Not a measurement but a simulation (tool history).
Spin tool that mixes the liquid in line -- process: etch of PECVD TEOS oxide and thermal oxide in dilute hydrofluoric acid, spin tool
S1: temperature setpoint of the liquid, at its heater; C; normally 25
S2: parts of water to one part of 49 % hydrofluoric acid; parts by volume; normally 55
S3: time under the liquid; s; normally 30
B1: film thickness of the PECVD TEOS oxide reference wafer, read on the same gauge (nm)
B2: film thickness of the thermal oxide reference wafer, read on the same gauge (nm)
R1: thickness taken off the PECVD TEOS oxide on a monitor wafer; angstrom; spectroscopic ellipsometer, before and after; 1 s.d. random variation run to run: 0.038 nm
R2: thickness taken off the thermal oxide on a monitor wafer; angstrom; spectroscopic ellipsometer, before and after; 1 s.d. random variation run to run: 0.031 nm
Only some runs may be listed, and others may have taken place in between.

run	day	S1	S2	S3	B1	B2	R1	R2
1	0	23	55	30	70.02	120.012	54.6	22.16
2	0.85	23	55	30	69.99	120.013	54.6	22.07
# day 0.971: hydrofluoric acid flow meter replaced
3	1.517	25	55	30	70	119.979	61.4	25.2
4	5.071	25	55	30	69.99	119.998	60.6	24.47
5	5.958	25	55	30	69.99	119.986	60.9	24.4
# day 6.338: thermometer replaced
6	6.733	25	55	30	70.01	120.005	67.6	27.73
7	8.067	25	30	30	69.99	119.982	126.7	51.42
8	9.329	25	55	30	70	120.014	66	27.16
# day 9.604: gauge calibrated
9	11.008	25	55	30	69.97	119.998	66.3	26.25
10	11.858	20.5	85	45	70	119.985	51	20.89
11	13.346	25	85	30	70	120.01	40.3	16.91
12	14.288	25	55	30	70	119.993	64.7	26.17
13	15.779	27	40	50	70	119.998	163.2	66.72
14	17.192	25	85	30	70.01	119.996	39.8	15.86
15	17.904	25	30	30	70	119.991	122.5	49.71
16	19.329	20.5	35	40	70	119.994	114.2	47.4
# day 20.417: hydrofluoric acid flow meter replaced
17	20.592	28.5	65	25	69.99	120.001	53.1	21.79
18	22.008	28.5	65	25	69.99	119.995	52.9	21.39
19	22.812	22.5	55	45	70	119.997	89.3	35.15
20	23.742	25	55	30	70	120.007	66	26.29
21	24.917	22.5	55	30	69.99	119.995	58.5	24.02
22	26.338	29	80	40	70	119.999	67.4	27.1
23	27.254	27.5	70	30	69.98	119.998	54.7	22.31
24	28.546	25	25	30	70	119.985	148.4	58.66
25	29.504	25	55	40	70	120.002	85	34.49
26	30.617	23.5	35	30	70	119.995	96.2	38.62

4 options for the next run, each taken on its own from the tool as it stands now. Forecast them:
A	30.633	25	55	30	?	?	?	?
B	30.633	25	40	30	?	?	?	?
C	30.633	25	55	35	?	?	?	?
D	30.633	27	70	20	?	?	?	?

run	B1	B2	R1	R2
A	70.02	119.976	63.5	26.4
B	70.02	119.976	89.1	37.06
C	70.02	119.976	74.1	30.8
D	70.02	119.976	35.3	14.68
Without the tool's unlogged condition, the same runs would have read:
run	R1	R2
A	68.6	28.51
B	96.2	40.01
C	80	33.26
D	38.1	15.85
